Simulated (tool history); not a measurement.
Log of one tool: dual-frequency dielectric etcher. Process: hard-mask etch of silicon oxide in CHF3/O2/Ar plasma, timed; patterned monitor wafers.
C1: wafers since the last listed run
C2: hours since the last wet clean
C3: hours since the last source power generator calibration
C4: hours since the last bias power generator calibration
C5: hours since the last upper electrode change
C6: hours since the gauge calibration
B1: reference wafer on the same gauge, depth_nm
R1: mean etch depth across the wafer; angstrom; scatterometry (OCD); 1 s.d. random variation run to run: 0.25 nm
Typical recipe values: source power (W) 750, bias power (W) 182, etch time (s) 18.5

Run 1, hour 0.0: usual settings but source power (W) 850; C1 0; C2 165.4; C3 3384.2; C4 1883.6; C5 1972.6; C6 536.5; B1 36.47. Result: R1 415.5 angstrom.
Run 2, hour 72.7: usual settings but source power (W) 850; C1 1272; C2 238.1; C3 3456.9; C4 1956.3; C5 2045.3; C6 609.2; B1 36.39. Result: R1 411.1 angstrom.
Run 3, hour 119.8: usual settings but etch time (s) 21.5; C1 824; C2 285.2; C3 3504.0; C4 2003.4; C5 2092.4; C6 656.3; B1 36.36. Result: R1 465.0 angstrom.
Run 4, hour 178.8: usual settings but etch time (s) 21.5; C1 1032; C2 344.2; C3 3563.0; C4 2062.4; C5 2151.4; C6 715.3; B1 36.51. Result: R1 458.7 angstrom.
Run 5, hour 232.8: usual settings; C1 945; C2 398.2; C3 3617.0; C4 2116.4; C5 2205.4; C6 769.3; B1 36.37. Result: R1 395.7 angstrom.
Run 6, hour 326.2: usual settings; C1 1635; C2 491.6; C3 3710.4; C4 2209.8; C5 2298.8; C6 862.7; B1 36.34. Result: R1 392.5 angstrom.
At hour 426.2: wet clean of the chamber.
Run 7, hour 426.7: usual settings; C1 1339; C2 0.5; C3 3810.9; C4 2310.3; C5 2399.3; C6 963.2; B1 36.40. Result: R1 407.2 angstrom.
Run 8, hour 472.5: usual settings; C1 801; C2 46.3; C3 3856.7; C4 2356.1; C5 2445.1; C6 1009.0; B1 36.36. Result: R1 405.8 angstrom.
Run 9, hour 526.2: usual settings; C1 940; C2 100.0; C3 3910.4; C4 2409.8; C5 2498.8; C6 1062.7; B1 36.35. Result: R1 401.8 angstrom.
Run 10, hour 574.6: usual settings; C1 847; C2 148.4; C3 3958.8; C4 2458.2; C5 2547.2; C6 1111.1; B1 36.50. Result: R1 403.9 angstrom.
Run 11, hour 777.2: usual settings but etch time (s) 15.0; C1 3547; C2 351.0; C3 4161.4; C4 2660.8; C5 2749.8; C6 1313.7; B1 36.40. Result: R1 318.6 angstrom.
Run 12, hour 913.0: usual settings; C1 2377; C2 486.8; C3 4297.2; C4 2796.6; C5 2885.6; C6 1449.5; B1 36.37. Result: R1 389.3 angstrom.
Run 13, hour 979.7: usual settings but source power (W) 570, bias power (W) 208; C1 1167; C2 553.5; C3 4363.9; C4 2863.3; C5 2952.3; C6 1516.2; B1 36.46. Result: R1 388.8 angstrom.
At hour 1006.1: wet clean of the chamber.
At hour 1042.8: source power generator calibrated.
Run 14, hour 1054.3: usual settings; C1 815; C2 48.2; C3 11.5; C4 2937.9; C5 3026.9; C6 1590.8; B1 36.46. Result: R1 403.7 angstrom.
At hour 1107.1: gauge calibrated.
Run 15, hour 1150.0: usual settings but bias power (W) 162; C1 1675; C2 143.9; C3 107.2; C4 3033.6; C5 3122.6; C6 42.9; B1 36.28. Result: R1 385.1 angstrom.
At hour 1197.4: upper electrode replaced.
Run 16, hour 1197.9: usual settings but bias power (W) 140; C1 418; C2 191.8; C3 155.1; C4 3081.5; C5 0.5; C6 90.8; B1 36.34. Result: R1 354.3 angstrom.
At hour 1260.4: bias power generator calibrated.
Run 17, hour 1268.7: usual settings but source power (W) 610, bias power (W) 144, etch time (s) 21.5; C1 1169; C2 262.6; C3 225.9; C4 8.3; C5 71.3; C6 161.6; B1 36.39. Result: R1 389.2 angstrom.
Run 18, hour 1319.0: usual settings but source power (W) 670, bias power (W) 169, etch time (s) 13.5; C1 880; C2 312.9; C3 276.2; C4 58.6; C5 121.6; C6 211.9; B1 36.41. Result: R1 273.3 angstrom.
Run 19, hour 1401.5: usual settings; C1 1444; C2 395.4; C3 358.7; C4 141.1; C5 204.1; C6 294.4; B1 36.42. Result: R1 393.3 angstrom.
Run 20, hour 1442.4: usual settings but etch time (s) 21.0; C1 716; C2 436.3; C3 399.6; C4 182.0; C5 245.0; C6 335.3; B1 36.40. Result: R1 447.9 angstrom.
Run 21, hour 1653.2: usual settings; C1 3690; C2 647.1; C3 610.4; C4 392.8; C5 455.8; C6 546.1; B1 36.41. Result: R1 388.8 angstrom.
At hour 1681.8: wet clean of the chamber.
Run 22, hour 1739.6: usual settings but source power (W) 920, bias power (W) 143; C1 1092; C2 57.8; C3 696.8; C4 479.2; C5 542.2; C6 632.5; B1 36.41. Result: R1 383.8 angstrom.
Run 23, hour 1932.6: usual settings but etch time (s) 14.0; C1 3379; C2 250.8; C3 889.8; C4 672.2; C5 735.2; C6 825.5; B1 36.38. Result: R1 303.5 angstrom.
Run 24, hour 1975.8: usual settings but source power (W) 590, bias power (W) 141; C1 756; C2 294.0; C3 933.0; C4 715.4; C5 778.4; C6 868.7; B1 36.41. Result: R1 331.3 angstrom.
Run 25, hour 2069.9: usual settings but etch time (s) 16.5; C1 1647; C2 388.1; C3 1027.1; C4 809.5; C5 872.5; C6 962.8; B1 36.43. Result: R1 350.8 angstrom.
Run 26, hour 2112.0: usual settings but source power (W) 590, bias power (W) 200, etch time (s) 23.5; C1 737; C2 430.2; C3 1069.2; C4 851.6; C5 914.6; C6 1004.9; B1 36.46. Result: R1 497.2 angstrom.
Run 27, hour 2157.0: usual settings but bias power (W) 207; C1 787; C2 475.2; C3 1114.2; C4 896.6; C5 959.6; C6 1049.9; B1 36.40. Result: R1 418.8 angstrom.
Run 28, hour 2222.6: usual settings but bias power (W) 162; C1 1148; C2 540.8; C3 1179.8; C4 962.2; C5 1025.2; C6 1115.5; B1 36.39. Result: R1 369.0 angstrom.
Run 29, hour 2308.1: usual settings but bias power (W) 165, etch time (s) 13.5; C1 1496; C2 626.3; C3 1265.3; C4 1047.7; C5 1110.7; C6 1201.0; B1 36.43. Result: R1 271.6 angstrom.

What was the tool's hidden state at every run in the log?
source power that arrives over what is set, %: 0, the same for each run
bias power that arrives over what is set, %: 0, the same for each run
gauge reads high (%): 0, the same for each run
H1: etch rate over this chamber's usual, %
run      H1
  1   -1.74
  2   -2.31
  3   -2.67
  4   -3.13
  5   -3.55
  6   -4.28
  7  -0.393
  8   -0.75
  9   -1.17
 10   -1.55
 11   -3.13
 12   -4.18
 13    -4.7
 14  -0.769
 15   -1.52
 16   -1.89
 17   -2.44
 18   -2.83
 19   -3.48
 20   -3.79
 21   -5.44
 22  -0.335
 23   -1.84
 24   -2.18
 25   -2.91
 26   -3.24
 27   -3.59
 28    -4.1
 29   -4.77

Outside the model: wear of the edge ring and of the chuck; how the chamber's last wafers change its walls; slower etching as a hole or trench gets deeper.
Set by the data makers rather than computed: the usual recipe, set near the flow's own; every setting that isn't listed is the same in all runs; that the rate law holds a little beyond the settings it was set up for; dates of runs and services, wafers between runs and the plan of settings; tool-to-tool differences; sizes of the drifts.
